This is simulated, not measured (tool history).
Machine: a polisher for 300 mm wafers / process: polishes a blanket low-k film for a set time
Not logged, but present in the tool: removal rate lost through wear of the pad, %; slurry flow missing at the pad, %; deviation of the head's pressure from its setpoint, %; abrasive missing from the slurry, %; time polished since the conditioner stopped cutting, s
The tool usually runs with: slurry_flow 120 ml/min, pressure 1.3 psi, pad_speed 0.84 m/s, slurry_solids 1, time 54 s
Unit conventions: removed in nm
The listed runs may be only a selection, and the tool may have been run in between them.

run    hour  slurry_flow  pressure  pad_speed  slurry_solids  time  wafers since the last listed run  wafers polished on this pad  hours since the slurry nozzle was cleaned  hours since the head pressure was calibrated  hours since the slurry blender was calibrated  hours since the conditioning disc was replaced  incoming thickness of the incoming film, nm  removed
  1       0          120       1.3       0.84              1    54                                 0                         1873                                      570.2                                        1000.3                                          135.7                                           428.6                                        457.1       13
       20.4  -- worn pad replaced by a new one
  2    46.7          120       1.3       0.84              1    54                               222                          136                                      616.9                                          1047                                          182.4                                           475.3                                        447.4     13.4
  3     143          120       1.3       0.84              1    54                               501                          638                                      713.2                                        1143.3                                          278.7                                           571.6                                        447.4     13.1
      165.7  -- head pressure recalibrated
        180  -- slurry nozzle cleaned
      188.7  -- conditioning disc replaced and pad reconditioned
  4   192.4          120       1.3       0.84              1    54                               231                          870                                       12.4                                          26.7                                          328.1                                             3.7                                        450.8     13.6
      238.3  -- slurry blender recalibrated
  5   291.2          120       1.3       0.84              1    54                               504                         1374                                      111.2                                         125.5                                           52.9                                           102.5                                        449.7     13.8
  6   382.8          120       1.3       0.84              1    54                               477                         1851                                      202.8                                         217.1                                          144.5                                           194.1                                        451.8     13.7
      404.2  -- worn pad replaced by a new one
  7   433.2          120       1.3       0.84              1    54                               241                          151                                      253.2                                         267.5                                          194.9                                           244.5                                        452.5     13.8
  8   487.8          120       1.3       0.84              1    54                               284                          435                                      307.8                                         322.1                                          249.5                                           299.1                                        450.1     13.5
  9   547.9          120       1.3       0.84              1    54                               313                          748                                      367.9                                         382.2                                          309.6                                           359.2                                        451.5     13.6
      551.8  -- slurry blender recalibrated
 10   618.9          120       1.3       0.84              1    54                               359                         1108                                      438.9                                         453.2                                           67.1                                           430.2                                          446     13.4
 11   707.9          120       1.3       0.76              1    54                               463                         1572                                      527.9                                         542.2                                          156.1                                           519.2                                        447.9     12.2
      739.3  -- conditioning disc replaced and pad reconditioned
      775.9  -- worn pad replaced by a new one
 12   780.9          120       1.3       0.76              1    54                               349                           25                                      600.9                                         615.2                                          229.1                                            41.6                                        453.5     11.9
 13   845.5          120       1.3       0.84              1    54                               336                          362                                      665.5                                         679.8                                          293.7                                           106.2                                        454.6       13
 14   940.1           90       0.9       0.56           1.25    54                               492                          855                                      760.1                                         774.4                                          388.3                                           200.8                                        440.7      8.1
      943.1  -- slurry nozzle cleaned
      947.6  -- slurry blender recalibrated
 15  1042.4          120       1.3       0.84              1    54                               517                         1372                                       99.3                                         876.7                                           94.8                                           303.1                                        456.6     13.6
 16  1106.3          120       0.9       0.84              1    54                               332                         1705                                      163.2                                         940.6                                          158.7                                             367                                        449.6     10.9
       1114  -- worn pad replaced by a new one
     1201.7  -- head pressure recalibrated
 17  1214.3          120       1.3       0.84              1    70                               531                          512                                      271.2                                          12.6                                          266.7                                             475                                        448.2     17.9
     1254.7  -- slurry blender recalibrated
 18  1264.8          120       1.1       0.84            1.3    54                               252                          764                                      321.7                                          63.1                                           10.1                                           525.5                                        451.5     14.3
 19  1344.4          120       1.3       0.84              1    54                               414                         1179                                      401.3                                         142.7                                           89.7                                           605.1                                          445     13.5
     1409.8  -- conditioning disc replaced and pad reconditioned
 20  1446.6          120       1.3        0.6              1    54                               522                         1701                                      503.5                                         244.9                                          191.9                                            36.8                                          449     10.5
       1482  -- worn pad replaced by a new one
 21  1523.9          120       1.3          1              1    60                               381                          218                                      580.8                                         322.2                                          269.2                                           114.1                                        443.2     16.6
 22  1571.7          120       1.7       0.84            1.1    54                               249                          467                                      628.6                                           370                                            317                                           161.9                                        445.5     16.4
 23    1619          120       1.3       0.58              1    54                               246                          713                                      675.9                                         417.3                                          364.3                                           209.2                                        454.2      9.9
     1648.4  -- slurry blender recalibrated
 24  1710.6          150       1.3       0.84            1.1    54                               466                         1180                                      767.5                                         508.9                                           62.2                                           300.8                                        447.2     14.2
 25  1763.2          120       1.3       1.12              1    54                               274                         1454                                      820.1                                         561.5                                          114.8                                           353.4                                        448.1     15.6

Hidden condition of the tool, last listed run before each entry between runs versus first listed run after:
Logged between run 1 and run 2: worn pad replaced by a new one (hour 20.4)
  slurry flow missing at the pad, %: 19.9 -> 23.2
  measured less the result without the state, removed: -0.5 -> -0.5 nm
Logged between run 3 and run 4: head pressure recalibrated (hour 165.7); slurry nozzle cleaned (hour 180); conditioning disc replaced and pad reconditioned (hour 188.7)
  slurry flow missing at the pad, %: 30.9 -> 7.4
  measured less the result without the state, removed: -0.7 -> -0.2 nm
Logged between run 4 and run 5: slurry blender recalibrated (hour 238.3)
  slurry flow missing at the pad, %: 7.4 -> 8.14
  measured less the result without the state, removed: -0.2 -> -0.1 nm
Logged between run 6 and run 7: worn pad replaced by a new one (hour 404.2)
  slurry flow missing at the pad, %: 9.87 -> 11.3
  measured less the result without the state, removed: -0.2 -> -0.2 nm
Logged between run 9 and run 10: slurry blender recalibrated (hour 551.8)
  slurry flow missing at the pad, %: 15.5 -> 19
  measured less the result without the state, removed: -0.4 -> -0.5 nm
Logged between run 11 and run 12: conditioning disc replaced and pad reconditioned (hour 739.3); worn pad replaced by a new one (hour 775.9)
  slurry flow missing at the pad, %: 24.2 -> 29.1
  measured less the result without the state, removed: -0.5 -> -0.7 nm
Logged between run 14 and run 15: slurry nozzle cleaned (hour 943.1); slurry blender recalibrated (hour 947.6)
  slurry flow missing at the pad, %: 42.2 -> 4.12
  measured less the result without the state, removed: -0.8 -> -0.1 nm
Logged between run 16 and run 17: worn pad replaced by a new one (hour 1114); head pressure recalibrated (hour 1201.7)
  slurry flow missing at the pad, %: 5.13 -> 7.95
  measured less the result without the state, removed: -0.1 -> -0.3 nm
Logged between run 17 and run 18: slurry blender recalibrated (hour 1254.7)
  slurry flow missing at the pad, %: 7.95 -> 9.76
  measured less the result without the state, removed: -0.3 -> -0.2 nm
Logged between run 19 and run 20: conditioning disc replaced and pad reconditioned (hour 1409.8)
  slurry flow missing at the pad, %: 13.2 -> 18.8
  measured less the result without the state, removed: -0.3 -> -0.3 nm
Logged between run 20 and run 21: worn pad replaced by a new one (hour 1482)
  slurry flow missing at the pad, %: 18.8 -> 23.8
  measured less the result without the state, removed: -0.3 -> -0.7 nm
Logged between run 23 and run 24: slurry blender recalibrated (hour 1648.4)
  slurry flow missing at the pad, %: 31 -> 39
  measured less the result without the state, removed: -0.6 -> -1 nm
